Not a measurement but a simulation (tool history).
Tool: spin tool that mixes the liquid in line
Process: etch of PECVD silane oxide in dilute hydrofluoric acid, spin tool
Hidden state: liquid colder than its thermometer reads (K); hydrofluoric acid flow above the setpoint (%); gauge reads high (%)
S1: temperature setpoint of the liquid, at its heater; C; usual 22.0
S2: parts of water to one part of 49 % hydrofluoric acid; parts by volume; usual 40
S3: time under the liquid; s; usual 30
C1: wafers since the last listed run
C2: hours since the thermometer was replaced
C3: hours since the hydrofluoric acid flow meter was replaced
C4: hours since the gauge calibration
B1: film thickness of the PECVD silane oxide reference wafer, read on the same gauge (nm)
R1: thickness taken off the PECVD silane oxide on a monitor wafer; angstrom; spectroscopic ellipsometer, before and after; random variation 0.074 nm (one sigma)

{"run": 1, "hour": 0.0, "S1": 22.0, "S2": 40, "S3": 30, "C1": 0, "C2": 671.7, "C3": 408.7, "C4": 56.9, "B1": 99.98, "R1": 113.7}
{"run": 2, "hour": 12.1, "S1": 22.0, "S2": 40, "S3": 30, "C1": 220, "C2": 683.8, "C3": 420.8, "C4": 69.0, "B1": 99.99, "R1": 113.5}
{"run": 3, "hour": 21.3, "S1": 22.0, "S2": 40, "S3": 30, "C1": 167, "C2": 693.0, "C3": 430.0, "C4": 78.2, "B1": 100.04, "R1": 114.5}
{"run": 4, "hour": 28.8, "S1": 22.0, "S2": 40, "S3": 30, "C1": 136, "C2": 700.5, "C3": 437.5, "C4": 85.7, "B1": 100.03, "R1": 114.7}
{"run": 5, "hour": 43.7, "S1": 22.0, "S2": 40, "S3": 30, "C1": 271, "C2": 715.4, "C3": 452.4, "C4": 100.6, "B1": 100.01, "R1": 115.2}
{"run": 6, "hour": 54.2, "S1": 22.0, "S2": 40, "S3": 30, "C1": 191, "C2": 725.9, "C3": 462.9, "C4": 111.1, "B1": 100.07, "R1": 114.8}
{"run": 7, "hour": 60.2, "S1": 18.5, "S2": 40, "S3": 40, "C1": 109, "C2": 731.9, "C3": 468.9, "C4": 117.1, "B1": 99.98, "R1": 131.0}
{"run": 8, "hour": 66.9, "S1": 22.0, "S2": 40, "S3": 30, "C1": 122, "C2": 738.6, "C3": 475.6, "C4": 123.8, "B1": 100.02, "R1": 113.3}
{"run": 9, "hour": 74.1, "S1": 22.0, "S2": 40, "S3": 30, "C1": 131, "C2": 745.8, "C3": 482.8, "C4": 131.0, "B1": 100.05, "R1": 114.9}
{"run": 10, "hour": 85.6, "S1": 22.0, "S2": 55, "S3": 40, "C1": 209, "C2": 757.3, "C3": 494.3, "C4": 142.5, "B1": 100.01, "R1": 110.1}
{"run": 11, "hour": 95.1, "S1": 22.0, "S2": 40, "S3": 30, "C1": 172, "C2": 766.8, "C3": 503.8, "C4": 152.0, "B1": 100.02, "R1": 114.9}
{"run": 12, "hour": 106.2, "S1": 22.0, "S2": 40, "S3": 30, "C1": 202, "C2": 777.9, "C3": 514.9, "C4": 163.1, "B1": 99.97, "R1": 115.4}
{"run": 13, "hour": 122.1, "S1": 22.0, "S2": 40, "S3": 40, "C1": 289, "C2": 793.8, "C3": 530.8, "C4": 179.0, "B1": 99.96, "R1": 154.2}
{"hour": 129.1, "done": "hydrofluoric acid flow meter replaced"}
{"run": 14, "hour": 139.3, "S1": 25.5, "S2": 20, "S3": 40, "C1": 295, "C2": 811.0, "C3": 10.2, "C4": 196.2, "B1": 99.94, "R1": 318.7}
{"hour": 139.4, "done": "gauge calibrated"}
{"run": 15, "hour": 146.2, "S1": 22.0, "S2": 40, "S3": 30, "C1": 125, "C2": 817.9, "C3": 17.1, "C4": 6.8, "B1": 100.01, "R1": 100.8}
{"run": 16, "hour": 154.3, "S1": 18.0, "S2": 40, "S3": 30, "C1": 147, "C2": 826.0, "C3": 25.2, "C4": 14.9, "B1": 100.01, "R1": 85.5}
{"hour": 157.6, "done": "thermometer replaced"}
{"run": 17, "hour": 190.8, "S1": 17.5, "S2": 25, "S3": 30, "C1": 646, "C2": 33.2, "C3": 61.7, "C4": 51.4, "B1": 100.04, "R1": 151.3}
{"run": 18, "hour": 199.4, "S1": 24.0, "S2": 60, "S3": 30, "C1": 156, "C2": 41.8, "C3": 70.3, "C4": 60.0, "B1": 100.0, "R1": 79.7}
{"run": 19, "hour": 217.2, "S1": 22.0, "S2": 25, "S3": 15, "C1": 324, "C2": 59.6, "C3": 88.1, "C4": 77.8, "B1": 100.05, "R1": 91.8}
{"run": 20, "hour": 234.7, "S1": 22.0, "S2": 40, "S3": 30, "C1": 318, "C2": 77.1, "C3": 105.6, "C4": 95.3, "B1": 99.98, "R1": 112.9}
{"run": 21, "hour": 242.0, "S1": 22.0, "S2": 40, "S3": 30, "C1": 132, "C2": 84.4, "C3": 112.9, "C4": 102.6, "B1": 99.99, "R1": 114.1}
{"run": 22, "hour": 254.3, "S1": 22.0, "S2": 40, "S3": 30, "C1": 223, "C2": 96.7, "C3": 125.2, "C4": 114.9, "B1": 99.97, "R1": 113.2}
{"run": 23, "hour": 263.7, "S1": 22.0, "S2": 40, "S3": 45, "C1": 171, "C2": 106.1, "C3": 134.6, "C4": 124.3, "B1": 100.03, "R1": 167.9}

Forecast run 24:
{"run": 24, "hour": 272.2, "S1": 19.5, "S2": 35, "S3": 20, "C1": 154, "C2": 114.6, "C3": 143.1, "C4": 132.8, "B1": "?", "R1": "?"}

B1: 100.02
R1: 78.3 angstrom
Without the tool's hidden state the same run would have given R1 76.7 angstrom.

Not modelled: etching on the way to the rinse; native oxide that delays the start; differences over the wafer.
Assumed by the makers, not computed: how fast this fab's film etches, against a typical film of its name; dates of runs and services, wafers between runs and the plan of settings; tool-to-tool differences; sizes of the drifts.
